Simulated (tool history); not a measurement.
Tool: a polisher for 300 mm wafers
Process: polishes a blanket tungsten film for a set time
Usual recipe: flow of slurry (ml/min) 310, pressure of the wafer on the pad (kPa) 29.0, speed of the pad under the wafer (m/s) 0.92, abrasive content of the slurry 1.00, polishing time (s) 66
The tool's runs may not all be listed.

run    hour  flow of slurry (ml/min)  pressure of the wafer on the pad (kPa)  speed of the pad under the wafer (m/s)  abrasive content of the slurry  polishing time (s)  wafers since the last listed run  wafers polished on this pad  hours since the slurry nozzle was cleaned  hours since the head pressure was calibrated  hours since the slurry blender was calibrated  hours since the slurry got fresh peroxide  incoming thickness of the incoming film, nm  film removed (angstrom)
  1     0.0                      310                                    29.0                                    0.92                            1.00                  66                                 0                          484                                       49.6                                         532.6                                          296.3                                      143.9                                        906.3                     2961
  2    78.5                      310                                    29.0                                    0.92                            1.00                  66                               746                         1231                                      128.1                                         611.1                                          374.8                                      222.4                                        920.1                     2918
      138.7  -- slurry blender recalibrated
  3   224.3                      310                                    29.0                                    1.10                            1.00                  66                              1367                         2598                                      273.9                                         756.9                                           85.6                                      368.2                                        915.4                     3473
  4   264.1                      310                                    29.0                                    1.10                            1.00                  66                               378                         2976                                      313.7                                         796.7                                          125.4                                      408.0                                        916.8                     3486
  5   321.2                      310                                    29.0                                    1.10                            1.00                  66                               542                         3519                                      370.8                                         853.8                                          182.5                                      465.1                                        909.3                     3438
      369.5  -- slurry tank refilled with fresh slurry and peroxide
      398.4  -- head pressure recalibrated
  6   408.9                      310                                    29.0                                    1.16                            1.00                  66                               805                         4325                                      458.5                                          10.5                                          270.2                                       39.4                                        911.1                     3619
      412.1  -- slurry nozzle cleaned
      413.1  -- worn pad replaced by a new one
  7   450.1                      310                                    29.0                                    0.92                            1.00                  55                               372                          351                                       38.0                                          51.7                                          311.4                                       80.6                                        914.6                     2454
  8   514.4                      310                                    29.0                                    0.92                            1.00                  55                               611                          963                                      102.3                                         116.0                                          375.7                                      144.9                                        921.0                     2446
      549.6  -- slurry blender recalibrated
  9   560.4                      310                                    29.0                                    0.92                            1.00                  66                               418                         1381                                      148.3                                         162.0                                           10.8                                      190.9                                        937.6                     2940
 10   653.1                      310                                    29.0                                    0.92                            1.05                  66                               881                         2263                                      241.0                                         254.7                                          103.5                                      283.6                                        908.8                     2988
 11   714.8                      310                                    29.0                                    0.92                            1.00                  66                               586                         2849                                      302.7                                         316.4                                          165.2                                      345.3                                        911.9                     2907
 12   781.1                      310                                    29.0                                    0.92                            1.00                  66                               630                         3480                                      369.0                                         382.7                                          231.5                                      411.6                                        929.3                     2929
      850.1  -- slurry tank refilled with fresh slurry and peroxide
      851.4  -- worn pad replaced by a new one
 13   858.7                      310                                    35.2                                    0.92                            1.20                  85                               716                           69                                      446.6                                         460.3                                          309.1                                        8.6                                        924.6                     4882
      919.9  -- slurry nozzle cleaned
 14   949.1                      310                                    29.0                                    0.92                            1.30                  66                               850                          919                                       29.2                                         550.7                                          399.5                                       99.0                                        917.2                     3160
 15  1014.3                      350                                    29.0                                    1.22                            1.00                  66                               619                         1539                                       94.4                                         615.9                                          464.7                                      164.2                                        923.1                     3826
     1050.1  -- slurry blender recalibrated
 16  1114.4                      310                                    29.0                                    1.12                            1.00                  47                               932                         2472                                      194.5                                         716.0                                           64.3                                      264.3                                        931.0                     2499
     1125.0  -- head pressure recalibrated
 17  1186.6                      310                                    29.0                                    0.92                            1.00                  66                               667                         3139                                      266.7                                          61.6                                          136.5                                      336.5                                        924.8                     2928
 18  1237.6                      310                                    29.0                                    0.92                            1.00                  77                               484                         3624                                      317.7                                         112.6                                          187.5                                      387.5                                        905.0                     3368
     1250.0  -- slurry tank refilled with fresh slurry and peroxide
 19  1313.1                      310                                    29.0                                    0.92                            1.05                  66                               708                         4333                                      393.2                                         188.1                                          263.0                                       63.1                                        917.2                     2965
     1319.1  -- worn pad replaced by a new one
     1382.4  -- slurry nozzle cleaned
 20  1416.8                      310                                    29.0                                    1.16                            0.75                  66                               938                          919                                       34.4                                         291.8                                          366.7                                      166.8                                        929.9                     3336
     1463.6  -- slurry blender recalibrated
 21  1494.0                      310                                    29.0                                    0.92                            1.00                  66                               715                         1634                                      111.6                                         369.0                                           30.4                                      244.0                                        915.1                     2934
 22  1594.7                      310                                    29.0                                    0.92                            1.00                  66                               957                         2591                                      212.3                                         469.7                                          131.1                                      344.7                                        921.8                     2919
 23  1669.6                      310                                    29.0                                    0.92                            1.00                  66                               712                         3304                                      287.2                                         544.6                                          206.0                                      419.6                                        922.4                     2912
     1675.7  -- slurry tank refilled with fresh slurry and peroxide
 24  1741.5                      355                                    29.0                                    0.92                            1.00                  66                               674                         3978                                      359.1                                         616.5                                          277.9                                       65.8                                        934.9                     2944
     1774.8  -- worn pad replaced by a new one
     1832.5  -- head pressure recalibrated
     1876.1  -- slurry nozzle cleaned
     1959.5  -- slurry blender recalibrated
 25  2016.2                      415                                    36.5                                    0.66                            0.85                  66                              2526                         2247                                      140.1                                         183.7                                           56.7                                      340.5                                        912.3                     2632
     2096.5  -- slurry tank refilled with fresh slurry and peroxide
 26  2105.8                      310                                    29.0                                    0.92                            0.85                  66                               842                         3089                                      229.7                                         273.3                                          146.3                                        9.3                                        903.3                     2809
     2201.6  -- worn pad replaced by a new one
 27  2202.1                      385                                    22.1                                    1.02                            0.90                  66                               877                            4                                      326.0                                         369.6                                          242.6                                      105.6                                        916.9                     2432

Branching from run 27: 3 alternative next runs. What would each branch give?
  A  2202.5                      310                                    29.0                                    0.92                            1.00                  66                                 3                            8                                      326.4                                         370.0                                          243.0                                      106.0                                        922.7                        ?
  B  2202.5                      310                                    25.5                                    0.92                            1.00                  66                                 3                            8                                      326.4                                         370.0                                          243.0                                      106.0                                        922.7                        ?
  C  2202.5                      225                                    37.2                                    0.92                            0.90                  49                                 3                            8                                      326.4                                         370.0                                          243.0                                      106.0                                        922.7                        ?

run  film removed (angstrom)
  A                     2927
  B                     2578
  C                     2646
With the hidden condition removed and each run's random variation left untouched, the same runs would have given:
run  film removed (angstrom)
  A                     2927
  B                     2578
  C                     2646
